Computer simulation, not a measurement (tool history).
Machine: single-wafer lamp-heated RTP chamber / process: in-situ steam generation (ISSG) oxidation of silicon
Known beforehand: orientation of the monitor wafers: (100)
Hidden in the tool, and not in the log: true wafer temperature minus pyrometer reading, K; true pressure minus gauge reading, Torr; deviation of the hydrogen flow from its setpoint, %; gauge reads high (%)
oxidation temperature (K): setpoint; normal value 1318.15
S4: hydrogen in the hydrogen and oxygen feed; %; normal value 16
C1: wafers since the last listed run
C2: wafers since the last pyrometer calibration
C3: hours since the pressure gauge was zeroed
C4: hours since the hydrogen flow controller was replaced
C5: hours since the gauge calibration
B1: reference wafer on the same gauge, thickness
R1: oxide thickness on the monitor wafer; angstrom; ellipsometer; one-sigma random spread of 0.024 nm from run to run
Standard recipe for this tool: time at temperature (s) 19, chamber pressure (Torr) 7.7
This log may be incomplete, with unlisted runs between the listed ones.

{"run": 1, "day": 0.0, "oxidation temperature (K)": 1318.15, "time at temperature (s)": 19, "chamber pressure (Torr)": 7.7, "S4": 16, "C1": 0, "C2": 1168, "C3": 4133.3, "C4": 4969.2, "C5": 844.2, "B1": 4.553, "R1": 54.24}
{"run": 2, "day": 1.292, "oxidation temperature (K)": 1318.15, "time at temperature (s)": 19, "chamber pressure (Torr)": 7.7, "S4": 16, "C1": 312, "C2": 1480, "C3": 4164.3, "C4": 5000.2, "C5": 875.2, "B1": 4.553, "R1": 54.08}
{"day": 3.567, "done": "pyrometer window cleaned and pyrometer calibrated"}
{"run": 3, "day": 3.812, "oxidation temperature (K)": 1312.15, "time at temperature (s)": 19, "chamber pressure (Torr)": 7.7, "S4": 16, "C1": 529, "C2": 59, "C3": 4224.8, "C4": 5060.7, "C5": 935.7, "B1": 4.55, "R1": 51.64}
{"run": 4, "day": 4.829, "oxidation temperature (K)": 1312.15, "time at temperature (s)": 19, "chamber pressure (Torr)": 7.7, "S4": 16, "C1": 246, "C2": 305, "C3": 4249.2, "C4": 5085.1, "C5": 960.1, "B1": 4.551, "R1": 51.97}
{"run": 5, "day": 5.571, "oxidation temperature (K)": 1312.15, "time at temperature (s)": 19, "chamber pressure (Torr)": 7.7, "S4": 16, "C1": 179, "C2": 485, "C3": 4267.0, "C4": 5102.9, "C5": 977.9, "B1": 4.554, "R1": 51.7}
{"run": 6, "day": 6.8, "oxidation temperature (K)": 1318.15, "time at temperature (s)": 14, "chamber pressure (Torr)": 8.2, "S4": 16, "C1": 297, "C2": 782, "C3": 4296.5, "C4": 5132.4, "C5": 1007.4, "B1": 4.556, "R1": 45.55}
{"day": 7.171, "done": "gauge calibrated"}
{"run": 7, "day": 8.262, "oxidation temperature (K)": 1318.15, "time at temperature (s)": 14, "chamber pressure (Torr)": 8.2, "S4": 16, "C1": 353, "C2": 1136, "C3": 4331.6, "C4": 5167.5, "C5": 26.2, "B1": 4.553, "R1": 46.18}
{"run": 8, "day": 9.483, "oxidation temperature (K)": 1318.15, "time at temperature (s)": 19, "chamber pressure (Torr)": 8.9, "S4": 16, "C1": 295, "C2": 1432, "C3": 4360.9, "C4": 5196.8, "C5": 55.5, "B1": 4.549, "R1": 53.89}
{"run": 9, "day": 10.917, "oxidation temperature (K)": 1318.15, "time at temperature (s)": 19, "chamber pressure (Torr)": 8.9, "S4": 16, "C1": 346, "C2": 1778, "C3": 4395.3, "C4": 5231.2, "C5": 89.9, "B1": 4.549, "R1": 54.82}
{"day": 11.9, "done": "pyrometer window cleaned and pyrometer calibrated"}
{"run": 10, "day": 11.921, "oxidation temperature (K)": 1318.15, "time at temperature (s)": 21, "chamber pressure (Torr)": 7.7, "S4": 16, "C1": 162, "C2": 4, "C3": 4419.4, "C4": 5255.3, "C5": 114.0, "B1": 4.554, "R1": 56.26}
{"run": 11, "day": 12.467, "oxidation temperature (K)": 1318.15, "time at temperature (s)": 21, "chamber pressure (Torr)": 7.7, "S4": 16, "C1": 132, "C2": 137, "C3": 4432.5, "C4": 5268.4, "C5": 127.1, "B1": 4.553, "R1": 56.18}
{"run": 12, "day": 12.988, "oxidation temperature (K)": 1328.15, "time at temperature (s)": 19, "chamber pressure (Torr)": 7.0, "S4": 25, "C1": 126, "C2": 263, "C3": 4445.0, "C4": 5280.9, "C5": 139.6, "B1": 4.552, "R1": 62.71}
{"run": 13, "day": 14.238, "oxidation temperature (K)": 1318.15, "time at temperature (s)": 19, "chamber pressure (Torr)": 7.7, "S4": 16, "C1": 302, "C2": 565, "C3": 4475.0, "C4": 5310.9, "C5": 169.6, "B1": 4.548, "R1": 53.62}
{"day": 15.029, "done": "hydrogen flow controller replaced"}
{"run": 14, "day": 15.492, "oxidation temperature (K)": 1318.15, "time at temperature (s)": 19, "chamber pressure (Torr)": 7.7, "S4": 16, "C1": 222, "C2": 788, "C3": 4505.1, "C4": 11.1, "C5": 199.7, "B1": 4.547, "R1": 53.89}
{"run": 15, "day": 16.038, "oxidation temperature (K)": 1338.15, "time at temperature (s)": 15, "chamber pressure (Torr)": 7.2, "S4": 25, "C1": 132, "C2": 920, "C3": 4518.2, "C4": 24.2, "C5": 212.8, "B1": 4.549, "R1": 59.59}
{"run": 16, "day": 17.488, "oxidation temperature (K)": 1335.15, "time at temperature (s)": 15, "chamber pressure (Torr)": 8.9, "S4": 19, "C1": 350, "C2": 1271, "C3": 4553.0, "C4": 59.0, "C5": 247.6, "B1": 4.549, "R1": 54.43}
{"run": 17, "day": 18.825, "oxidation temperature (K)": 1318.15, "time at temperature (s)": 19, "chamber pressure (Torr)": 7.7, "S4": 16, "C1": 323, "C2": 1595, "C3": 4585.1, "C4": 91.1, "C5": 279.7, "B1": 4.553, "R1": 54.07}
{"run": 18, "day": 19.85, "oxidation temperature (K)": 1318.15, "time at temperature (s)": 15, "chamber pressure (Torr)": 7.7, "S4": 11, "C1": 248, "C2": 1843, "C3": 4609.7, "C4": 115.7, "C5": 304.3, "B1": 4.548, "R1": 44.37}
{"run": 19, "day": 20.712, "oxidation temperature (K)": 1304.15, "time at temperature (s)": 23, "chamber pressure (Torr)": 9.1, "S4": 20, "C1": 208, "C2": 2051, "C3": 4630.4, "C4": 136.4, "C5": 325.0, "B1": 4.551, "R1": 58.52}
{"run": 20, "day": 21.633, "oxidation temperature (K)": 1310.15, "time at temperature (s)": 19, "chamber pressure (Torr)": 9.0, "S4": 25, "C1": 222, "C2": 2274, "C3": 4652.5, "C4": 158.5, "C5": 347.1, "B1": 4.554, "R1": 58.33}
{"day": 22.042, "done": "pyrometer window cleaned and pyrometer calibrated"}
{"run": 21, "day": 22.162, "oxidation temperature (K)": 1318.15, "time at temperature (s)": 19, "chamber pressure (Torr)": 7.0, "S4": 13, "C1": 47, "C2": 29, "C3": 4665.2, "C4": 171.2, "C5": 359.8, "B1": 4.55, "R1": 50.59}
{"day": 22.775, "done": "pressure gauge zeroed"}
{"run": 22, "day": 23.638, "oxidation temperature (K)": 1324.15, "time at temperature (s)": 19, "chamber pressure (Torr)": 7.7, "S4": 16, "C1": 276, "C2": 305, "C3": 20.7, "C4": 206.6, "C5": 395.2, "B1": 4.551, "R1": 55.39}
{"run": 23, "day": 24.467, "oxidation temperature (K)": 1318.15, "time at temperature (s)": 19, "chamber pressure (Torr)": 7.7, "S4": 16, "C1": 200, "C2": 506, "C3": 40.6, "C4": 226.5, "C5": 415.1, "B1": 4.552, "R1": 53.75}
{"run": 24, "day": 25.783, "oxidation temperature (K)": 1310.15, "time at temperature (s)": 19, "chamber pressure (Torr)": 9.0, "S4": 25, "C1": 318, "C2": 825, "C3": 72.2, "C4": 258.1, "C5": 446.7, "B1": 4.544, "R1": 56.91}
{"run": 25, "day": 26.967, "oxidation temperature (K)": 1318.15, "time at temperature (s)": 19, "chamber pressure (Torr)": 7.7, "S4": 16, "C1": 286, "C2": 1111, "C3": 100.6, "C4": 286.5, "C5": 475.1, "B1": 4.551, "R1": 53.89}
{"run": 26, "day": 28.017, "oxidation temperature (K)": 1313.15, "time at temperature (s)": 22, "chamber pressure (Torr)": 7.7, "S4": 16, "C1": 254, "C2": 1365, "C3": 125.8, "C4": 311.7, "C5": 500.3, "B1": 4.548, "R1": 56.98}
{"run": 27, "day": 29.317, "oxidation temperature (K)": 1318.15, "time at temperature (s)": 25, "chamber pressure (Torr)": 7.7, "S4": 16, "C1": 314, "C2": 1680, "C3": 157.0, "C4": 342.9, "C5": 531.5, "B1": 4.547, "R1": 62.86}
{"day": 30.217, "done": "pyrometer window cleaned and pyrometer calibrated"}
{"run": 28, "day": 30.554, "oxidation temperature (K)": 1318.15, "time at temperature (s)": 19, "chamber pressure (Torr)": 7.7, "S4": 13, "C1": 218, "C2": 82, "C3": 186.7, "C4": 372.6, "C5": 561.2, "B1": 4.549, "R1": 51.09}
{"run": 29, "day": 32.508, "oxidation temperature (K)": 1327.15, "time at temperature (s)": 19, "chamber pressure (Torr)": 7.7, "S4": 16, "C1": 472, "C2": 554, "C3": 233.6, "C4": 419.5, "C5": 608.1, "B1": 4.55, "R1": 56.21}
{"run": 30, "day": 33.742, "oxidation temperature (K)": 1318.15, "time at temperature (s)": 19, "chamber pressure (Torr)": 7.7, "S4": 16, "C1": 298, "C2": 853, "C3": 263.2, "C4": 449.1, "C5": 637.7, "B1": 4.552, "R1": 53.57}
{"run": 31, "day": 34.875, "oxidation temperature (K)": 1330.15, "time at temperature (s)": 19, "chamber pressure (Torr)": 7.7, "S4": 16, "C1": 274, "C2": 1127, "C3": 290.4, "C4": 476.3, "C5": 664.9, "B1": 4.553, "R1": 57.4}

4 options for the next run, each taken on its own from the tool as it stands now. Forecast them:
{"run": "A", "day": 34.892, "oxidation temperature (K)": 1318.15, "time at temperature (s)": 19, "chamber pressure (Torr)": 7.7, "S4": 16, "C1": 4, "C2": 1131, "C3": 290.8, "C4": 476.7, "C5": 665.3, "B1": "?", "R1": "?"}
{"run": "B", "day": 34.892, "oxidation temperature (K)": 1306.15, "time at temperature (s)": 19, "chamber pressure (Torr)": 6.9, "S4": 24, "C1": 4, "C2": 1131, "C3": 290.8, "C4": 476.7, "C5": 665.3, "B1": "?", "R1": "?"}
{"run": "C", "day": 34.892, "oxidation temperature (K)": 1318.15, "time at temperature (s)": 26, "chamber pressure (Torr)": 7.7, "S4": 20, "C1": 4, "C2": 1131, "C3": 290.8, "C4": 476.7, "C5": 665.3, "B1": "?", "R1": "?"}
{"run": "D", "day": 34.892, "oxidation temperature (K)": 1309.15, "time at temperature (s)": 19, "chamber pressure (Torr)": 8.3, "S4": 11, "C1": 4, "C2": 1131, "C3": 290.8, "C4": 476.7, "C5": 665.3, "B1": "?", "R1": "?"}

run=A B1=4.551 R1=53.81
run=B B1=4.551 R1=55.53
run=C B1=4.551 R1=66.81
run=D B1=4.551 R1=47.36
Without the tool's unlogged condition, the same runs would have read:
run=A R1=53.35
run=B R1=55.09
run=C R1=66.21
run=D R1=46.98
